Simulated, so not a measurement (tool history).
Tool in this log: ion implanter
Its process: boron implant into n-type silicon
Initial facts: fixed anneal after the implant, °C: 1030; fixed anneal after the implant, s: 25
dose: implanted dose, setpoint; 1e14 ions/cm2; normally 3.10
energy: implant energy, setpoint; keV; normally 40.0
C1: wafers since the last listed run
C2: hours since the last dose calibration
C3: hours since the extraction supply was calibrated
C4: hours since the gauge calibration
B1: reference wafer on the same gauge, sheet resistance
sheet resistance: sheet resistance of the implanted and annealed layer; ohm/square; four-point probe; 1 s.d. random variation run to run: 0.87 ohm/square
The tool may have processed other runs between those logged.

{"run": 1, "hour": 0.0, "dose": 3.1, "energy": 40.0, "C1": 0, "C2": 494.6, "C3": 3234.5, "C4": 271.7, "B1": 313.67, "sheet resistance": 321.88}
{"run": 2, "hour": 39.9, "dose": 3.1, "energy": 40.0, "C1": 324, "C2": 534.5, "C3": 3274.4, "C4": 311.6, "B1": 313.96, "sheet resistance": 322.84}
{"run": 3, "hour": 77.7, "dose": 3.1, "energy": 40.0, "C1": 307, "C2": 572.3, "C3": 3312.2, "C4": 349.4, "B1": 314.11, "sheet resistance": 321.18}
{"run": 4, "hour": 127.6, "dose": 2.81, "energy": 45.0, "C1": 406, "C2": 622.2, "C3": 3362.1, "C4": 399.3, "B1": 313.82, "sheet resistance": 343.77}
{"run": 5, "hour": 152.6, "dose": 3.58, "energy": 29.5, "C1": 203, "C2": 647.2, "C3": 3387.1, "C4": 424.3, "B1": 314.02, "sheet resistance": 296.46}
{"run": 6, "hour": 232.2, "dose": 3.58, "energy": 29.5, "C1": 648, "C2": 726.8, "C3": 3466.7, "C4": 503.9, "B1": 314.49, "sheet resistance": 295.76}
{"run": 7, "hour": 264.1, "dose": 3.58, "energy": 29.5, "C1": 259, "C2": 758.7, "C3": 3498.6, "C4": 535.8, "B1": 314.14, "sheet resistance": 296.64}
{"hour": 292.6, "done": "extraction supply calibrated"}
{"run": 8, "hour": 322.2, "dose": 3.1, "energy": 40.0, "C1": 407, "C2": 816.8, "C3": 29.6, "C4": 593.9, "B1": 313.89, "sheet resistance": 321.99}
{"run": 9, "hour": 379.8, "dose": 3.1, "energy": 40.0, "C1": 469, "C2": 874.4, "C3": 87.2, "C4": 651.5, "B1": 314.11, "sheet resistance": 322.45}
{"run": 10, "hour": 441.2, "dose": 3.1, "energy": 49.5, "C1": 500, "C2": 935.8, "C3": 148.6, "C4": 712.9, "B1": 313.93, "sheet resistance": 314.61}
{"hour": 451.0, "done": "Faraday cup replaced and dose calibrated"}
{"run": 11, "hour": 466.8, "dose": 2.38, "energy": 52.0, "C1": 143, "C2": 15.8, "C3": 174.2, "C4": 738.5, "B1": 314.24, "sheet resistance": 384.39}
{"run": 12, "hour": 495.2, "dose": 3.1, "energy": 40.0, "C1": 231, "C2": 44.2, "C3": 202.6, "C4": 766.9, "B1": 314.3, "sheet resistance": 320.92}
{"run": 13, "hour": 523.2, "dose": 2.6, "energy": 46.5, "C1": 228, "C2": 72.2, "C3": 230.6, "C4": 794.9, "B1": 314.11, "sheet resistance": 363.21}
{"hour": 559.9, "done": "gauge calibrated"}
{"run": 14, "hour": 579.6, "dose": 2.31, "energy": 44.5, "C1": 459, "C2": 128.6, "C3": 287.0, "C4": 19.7, "B1": 314.0, "sheet resistance": 399.08}
{"run": 15, "hour": 636.5, "dose": 3.37, "energy": 36.0, "C1": 463, "C2": 185.5, "C3": 343.9, "C4": 76.6, "B1": 313.93, "sheet resistance": 303.14}
{"run": 16, "hour": 663.5, "dose": 3.89, "energy": 31.0, "C1": 219, "C2": 212.5, "C3": 370.9, "C4": 103.6, "B1": 314.08, "sheet resistance": 275.15}
{"run": 17, "hour": 692.0, "dose": 3.1, "energy": 40.0, "C1": 232, "C2": 241.0, "C3": 399.4, "C4": 132.1, "B1": 314.13, "sheet resistance": 321.03}
{"run": 18, "hour": 729.0, "dose": 2.38, "energy": 36.5, "C1": 301, "C2": 278.0, "C3": 436.4, "C4": 169.1, "B1": 313.88, "sheet resistance": 400.45}

Take each entry between the runs: how does the hidden state at the last listed run before it differ from the hidden state at the first listed run after it?
Between runs 7 and 8: extraction supply calibrated (hour 292.6)
  no difference in the tool's unlogged condition between these two runs
Between runs 10 and 11: Faraday cup replaced and dose calibrated (hour 451.0)
  no difference in the tool's unlogged condition between these two runs
Between runs 13 and 14: gauge calibrated (hour 559.9)
  no difference in the tool's unlogged condition between these two runs
